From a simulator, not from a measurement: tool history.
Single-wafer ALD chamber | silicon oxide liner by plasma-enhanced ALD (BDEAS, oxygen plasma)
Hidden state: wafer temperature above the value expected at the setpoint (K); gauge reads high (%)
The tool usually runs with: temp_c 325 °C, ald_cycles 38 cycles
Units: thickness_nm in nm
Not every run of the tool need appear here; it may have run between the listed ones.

run,hour,temp_c,ald_cycles,wafers since the last listed run,hours since the last thermocouple change,hours since the gauge calibration,"read-back reference wafer on the same gauge, thickness_nm",thickness_nm
1,0.0,321,38,0,593.5,669.6,3.546,3.825
2,27.8,321,38,187,621.3,697.4,3.548,3.787
3,62.8,321,38,236,656.3,732.4,3.548,3.793
4,88.5,325,38,173,682.0,758.1,3.543,3.785
# hour 99.2: gauge calibrated
5,114.6,325,38,176,708.1,15.4,3.555,3.776
6,134.6,325,38,135,728.1,35.4,3.553,3.763
7,167.5,325,38,222,761.0,68.3,3.549,3.747
8,186.2,325,38,126,779.7,87.0,3.555,3.749
9,211.4,325,35,170,804.9,112.2,3.547,3.488
10,228.3,325,35,114,821.8,129.1,3.546,3.513
11,313.9,332,38,577,907.4,214.7,3.554,3.718
12,340.9,332,38,182,934.4,241.7,3.550,3.716
13,365.3,332,38,164,958.8,266.1,3.547,3.747
14,394.0,325,38,193,987.5,294.8,3.548,3.782
15,417.5,325,38,158,1011.0,318.3,3.554,3.777
16,432.6,325,38,101,1026.1,333.4,3.547,3.794
17,451.4,325,38,126,1044.9,352.2,3.556,3.754
18,543.9,325,38,624,1137.4,444.7,3.551,3.785
19,571.7,325,38,187,1165.2,472.5,3.548,3.780
# hour 613.5: thermocouple changed; heater temperature recalibrated
20,614.0,325,38,231,0.5,514.8,3.544,3.793
21,629.1,325,38,101,15.6,529.9,3.550,3.770
22,659.0,322,38,201,45.5,559.8,3.552,3.765
23,686.9,325,32,188,73.4,587.7,3.548,3.184
24,705.1,336,33,122,91.6,605.9,3.550,3.232
25,731.2,319,31,176,117.7,632.0,3.555,3.107
26,752.3,325,38,142,138.8,653.1,3.553,3.823
27,766.6,310,32,96,153.1,667.4,3.550,3.265
28,780.4,336,33,93,166.9,681.2,3.552,3.220
# hour 796.8: gauge calibrated
29,799.3,325,38,127,185.8,2.5,3.547,3.801
30,818.5,321,35,129,205.0,21.7,3.556,3.517
31,850.2,325,38,214,236.7,53.4,3.548,3.759
32,868.8,333,38,125,255.3,72.0,3.559,3.712
33,884.8,325,38,108,271.3,88.0,3.548,3.770
34,904.4,333,38,132,290.9,107.6,3.554,3.732
35,931.5,320,34,182,318.0,134.7,3.558,3.407
36,957.7,316,36,176,344.2,160.9,3.553,3.661
37,992.9,331,45,237,379.4,196.1,3.556,4.443
38,1006.9,329,42,94,393.4,210.1,3.555,4.158
39,1027.6,312,38,139,414.1,230.8,3.545,3.891
40,1047.3,340,41,133,433.8,250.5,3.542,3.982
41,1074.6,334,38,184,461.1,277.8,3.555,3.733
42,1103.7,338,38,196,490.2,306.9,3.552,3.710
43,1115.9,325,32,82,502.4,319.1,3.552,3.170
44,1134.0,325,38,122,520.5,337.2,3.548,3.810

5 ways to go on from here, each from the tool as it stands after run 44. What would each give?
A,1134.5,325,36,3,521.0,337.7,?,?
B,1134.5,336,40,3,521.0,337.7,?,?
C,1134.5,316,41,3,521.0,337.7,?,?
D,1134.5,339,33,3,521.0,337.7,?,?
E,1134.5,317,31,3,521.0,337.7,?,?

run,"read-back reference wafer on the same gauge, thickness_nm",thickness_nm
A,3.553,3.617
B,3.553,3.946
C,3.553,4.181
D,3.553,3.239
E,3.553,3.156
What these runs would have given with no unlogged condition in the tool:
run,thickness_nm
A,3.617
B,3.946
C,4.181
D,3.239
E,3.156

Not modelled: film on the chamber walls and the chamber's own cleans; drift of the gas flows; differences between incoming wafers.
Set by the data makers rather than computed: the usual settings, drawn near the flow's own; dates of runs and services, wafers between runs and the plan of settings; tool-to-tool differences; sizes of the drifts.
